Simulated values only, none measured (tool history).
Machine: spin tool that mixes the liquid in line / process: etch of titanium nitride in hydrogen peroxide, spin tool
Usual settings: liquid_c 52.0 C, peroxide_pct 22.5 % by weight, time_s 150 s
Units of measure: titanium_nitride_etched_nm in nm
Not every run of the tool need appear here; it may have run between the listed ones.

| run | hour | liquid_c | peroxide_pct | time_s | read-back film thickness of the titanium nitride reference wafer, read on the same gauge (nm) | titanium_nitride_etched_nm |
|---|---|---|---|---|---|---|
| 1 | 0.0 | 52.0 | 22.5 | 150 | 66.20 | 10.72 |
| 2 | 49.5 | 52.0 | 22.5 | 150 | 66.10 | 10.59 |
|  | 65.3 | thermometer replaced |
| 3 | 94.4 | 52.0 | 22.5 | 150 | 65.99 | 10.77 |
|  | 101.2 | new drum of peroxide connected |
| 4 | 141.4 | 52.0 | 22.5 | 150 | 65.88 | 10.61 |
| 5 | 217.7 | 52.0 | 20.0 | 180 | 65.76 | 12.43 |
| 6 | 296.0 | 52.0 | 27.5 | 180 | 65.65 | 13.30 |
| 7 | 337.3 | 52.0 | 22.5 | 150 | 65.59 | 10.57 |
| 8 | 439.9 | 52.0 | 22.5 | 150 | 65.46 | 10.69 |
|  | 465.4 | heated supply line repaired |
| 9 | 748.4 | 55.0 | 26.0 | 175 | 65.16 | 15.85 |
| 10 | 845.5 | 44.0 | 25.5 | 150 | 65.10 | 6.02 |
| 11 | 899.5 | 52.0 | 22.5 | 150 | 65.05 | 10.52 |
|  | 914.6 | thermometer replaced |
|  | 928.6 | new drum of peroxide connected |
| 12 | 987.1 | 55.5 | 28.5 | 150 | 64.99 | 14.17 |
| 13 | 1065.5 | 52.0 | 22.5 | 205 | 64.95 | 14.45 |
|  | 1072.1 | peroxide flow meter replaced |
| 14 | 1146.7 | 52.0 | 22.5 | 150 | 64.90 | 10.54 |
| 15 | 1228.1 | 47.5 | 22.5 | 150 | 64.84 | 7.50 |
|  | 1269.0 | gauge calibrated |
| 16 | 1538.0 | 52.0 | 25.0 | 80 | 68.10 | 5.93 |
| 17 | 1601.3 | 52.0 | 24.5 | 150 | 67.79 | 11.23 |
| 18 | 1676.2 | 52.0 | 22.5 | 150 | 67.43 | 11.02 |
|  | 1681.1 | new drum of peroxide connected |
| 19 | 1736.1 | 57.0 | 24.5 | 65 | 67.25 | 6.84 |
|  | 1762.3 | thermometer replaced |
| 20 | 1824.6 | 45.0 | 19.5 | 150 | 66.93 | 6.35 |
| 21 | 1907.5 | 52.0 | 27.5 | 180 | 66.66 | 13.50 |
|  | 1916.4 | peroxide flow meter replaced |
| 22 | 1967.0 | 46.0 | 26.0 | 90 | 66.50 | 4.31 |
| 23 | 2061.0 | 52.0 | 22.5 | 150 | 66.28 | 10.86 |
| 24 | 2148.2 | 52.0 | 22.5 | 150 | 66.08 | 10.63 |

Below are 5 alternative next runs, each starting from the tool's condition after run 24. Predict each:
| A | 2148.7 | 52.0 | 22.5 | 150 | ? | ? |
| B | 2148.7 | 46.0 | 19.5 | 150 | ? | ? |
| C | 2148.7 | 56.0 | 24.5 | 190 | ? | ? |
| D | 2148.7 | 56.5 | 17.5 | 75 | ? | ? |
| E | 2148.7 | 48.0 | 25.5 | 175 | ? | ? |

| run | read-back film thickness of the titanium nitride reference wafer, read on the same gauge (nm) | titanium_nitride_etched_nm |
|---|---|---|
| A | 66.04 | 10.56 |
| B | 66.04 | 6.62 |
| C | 66.04 | 18.06 |
| D | 66.04 | 6.87 |
| E | 66.04 | 9.48 |
Take away the tool's hidden state, keep each run's random variation, and the runs would have read:
| run | titanium_nitride_etched_nm |
|---|---|
| A | 11.19 |
| B | 7.01 |
| C | 19.14 |
| D | 7.28 |
| E | 10.05 |
